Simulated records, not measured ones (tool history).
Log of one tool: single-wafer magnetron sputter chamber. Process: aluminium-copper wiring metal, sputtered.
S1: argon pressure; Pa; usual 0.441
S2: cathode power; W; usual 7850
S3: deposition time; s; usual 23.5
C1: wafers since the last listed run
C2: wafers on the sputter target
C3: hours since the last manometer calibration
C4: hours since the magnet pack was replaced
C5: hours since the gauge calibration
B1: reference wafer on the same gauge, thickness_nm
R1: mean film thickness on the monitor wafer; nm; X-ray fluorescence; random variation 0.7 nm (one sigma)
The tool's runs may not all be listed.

| run | hour | S1 | S2 | S3 | C1 | C2 | C3 | C4 | C5 | B1 | R1 |
|---|---|---|---|---|---|---|---|---|---|---|---|
| 1 | 0 | 0.441 | 7850 | 23.5 | 0 | 41 | 2294.8 | 7438 | 331.7 | 255.865 | 278.868 |
| 2 | 20.6 | 0.441 | 7850 | 23.5 | 437 | 478 | 2315.4 | 7458.6 | 352.3 | 256.089 | 279.264 |
| 3 | 47.4 | 0.441 | 7850 | 23.5 | 569 | 1048 | 2342.2 | 7485.4 | 379.1 | 256.056 | 278.28 |
|  | 83.9 | magnet pack replaced |
| 4 | 84.4 | 0.441 | 8400 | 20.6 | 616 | 1664 | 2379.2 | 0.5 | 416.1 | 256.126 | 260.723 |
| 5 | 93.7 | 0.441 | 8400 | 20.6 | 197 | 1862 | 2388.5 | 9.8 | 425.4 | 256.153 | 260.325 |
| 6 | 148 | 0.441 | 8400 | 20.6 | 1153 | 3016 | 2442.8 | 64.1 | 479.7 | 255.671 | 257.69 |
|  | 163.5 | capacitance manometer re-zeroed and calibrated |
|  | 177.4 | sputter target and shields replaced |
| 7 | 177.9 | 0.441 | 7850 | 20 | 295 | 10 | 14.4 | 94 | 509.6 | 256.054 | 231.157 |
| 8 | 202 | 0.441 | 7850 | 23.5 | 512 | 522 | 38.5 | 118.1 | 533.7 | 256.002 | 273.165 |
| 9 | 228.7 | 0.441 | 7100 | 23.5 | 567 | 1089 | 65.2 | 144.8 | 560.4 | 256.021 | 244.793 |
| 10 | 251.2 | 0.441 | 7100 | 23.5 | 478 | 1568 | 87.7 | 167.3 | 582.9 | 256.206 | 244.864 |
| 11 | 264 | 0.441 | 7100 | 23.5 | 272 | 1840 | 100.5 | 180.1 | 595.7 | 255.961 | 245.66 |
| 12 | 293.4 | 0.441 | 7850 | 23.5 | 624 | 2464 | 129.9 | 209.5 | 625.1 | 256.039 | 270.162 |
| 13 | 320.9 | 0.441 | 7850 | 23.5 | 584 | 3049 | 157.4 | 237 | 652.6 | 255.952 | 269.08 |
| 14 | 337.8 | 0.374 | 9050 | 27.7 | 359 | 3408 | 174.3 | 253.9 | 669.5 | 255.813 | 375.932 |
| 15 | 371.4 | 0.441 | 6150 | 26 | 714 | 4122 | 207.9 | 287.5 | 703.1 | 256.051 | 232.08 |
| 16 | 395.7 | 0.381 | 7850 | 23.5 | 516 | 4638 | 232.2 | 311.8 | 727.4 | 256.071 | 274.779 |
|  | 414.2 | sputter target and shields replaced |
| 17 | 418.7 | 0.581 | 7250 | 25 | 318 | 95 | 255.2 | 334.8 | 750.4 | 255.875 | 254.12 |
| 18 | 432 | 0.309 | 7000 | 24.8 | 282 | 377 | 268.5 | 348.1 | 763.7 | 255.82 | 271.061 |
| 19 | 455.7 | 0.441 | 6800 | 23.5 | 503 | 881 | 292.2 | 371.8 | 787.4 | 255.983 | 235.721 |
| 20 | 485.3 | 0.441 | 7850 | 21.4 | 629 | 1510 | 321.8 | 401.4 | 817 | 255.884 | 247.898 |
| 21 | 500.3 | 0.35 | 7850 | 26.8 | 318 | 1829 | 336.8 | 416.4 | 832 | 256.205 | 323.688 |
| 22 | 516.1 | 0.441 | 7850 | 23.5 | 335 | 2164 | 352.6 | 432.2 | 847.8 | 255.976 | 271.509 |
| 23 | 545.1 | 0.384 | 7850 | 23.5 | 616 | 2781 | 381.6 | 461.2 | 876.8 | 255.789 | 276.865 |
|  | 563.3 | gauge calibrated |
| 24 | 576.8 | 0.495 | 9600 | 23.5 | 673 | 3454 | 413.3 | 492.9 | 13.5 | 255.63 | 320.785 |
| 25 | 600 | 0.365 | 7850 | 25.3 | 493 | 3947 | 436.5 | 516.1 | 36.7 | 256.095 | 298.135 |
| 26 | 616.5 | 0.441 | 8850 | 25.4 | 350 | 4298 | 453 | 532.6 | 53.2 | 255.982 | 326.774 |
|  | 642 | sputter target and shields replaced |
| 27 | 642.5 | 0.505 | 9800 | 23.5 | 382 | 11 | 479 | 558.6 | 79.2 | 256.075 | 333.287 |
| 28 | 661.1 | 0.441 | 7850 | 23.5 | 395 | 406 | 497.6 | 577.2 | 97.8 | 256.31 | 272.503 |
| 29 | 682.3 | 0.441 | 7850 | 23.5 | 450 | 856 | 518.8 | 598.4 | 119 | 256.163 | 272.974 |
| 30 | 697.5 | 0.35 | 6750 | 23.5 | 323 | 1179 | 534 | 613.6 | 134.2 | 256.109 | 242.989 |
| 31 | 728.2 | 0.441 | 9100 | 21.3 | 652 | 1832 | 564.7 | 644.3 | 164.9 | 255.807 | 285.073 |
| 32 | 751.7 | 0.549 | 7850 | 23.5 | 499 | 2331 | 588.2 | 667.8 | 188.4 | 256.004 | 259.88 |
| 33 | 780 | 0.378 | 7850 | 21.4 | 601 | 2933 | 616.5 | 696.1 | 216.7 | 255.814 | 252.569 |
| 34 | 812.4 | 0.512 | 7850 | 25 | 688 | 3621 | 648.9 | 728.5 | 249.1 | 255.984 | 278.425 |

4 ways to go on from here, each from the tool as it stands after run 34. What would each give?
| A | 812.8 | 0.441 | 7850 | 23.5 | 8 | 3630 | 649.3 | 728.9 | 249.5 | ? | ? |
| B | 812.8 | 0.441 | 7850 | 21.9 | 8 | 3630 | 649.3 | 728.9 | 249.5 | ? | ? |
| C | 812.8 | 0.533 | 9150 | 23.5 | 8 | 3630 | 649.3 | 728.9 | 249.5 | ? | ? |
| D | 812.8 | 0.32 | 9800 | 23.5 | 8 | 3630 | 649.3 | 728.9 | 249.5 | ? | ? |

| run | B1 | R1 |
|---|---|---|
| A | 256.2 | 269.858 |
| B | 256.2 | 251.484 |
| C | 256.2 | 302.679 |
| D | 256.2 | 354.688 |
Without the tool's hidden state the same runs would have given:
| run | R1 |
|---|---|
| A | 273.607 |
| B | 254.979 |
| C | 306.536 |
| D | 360.176 |
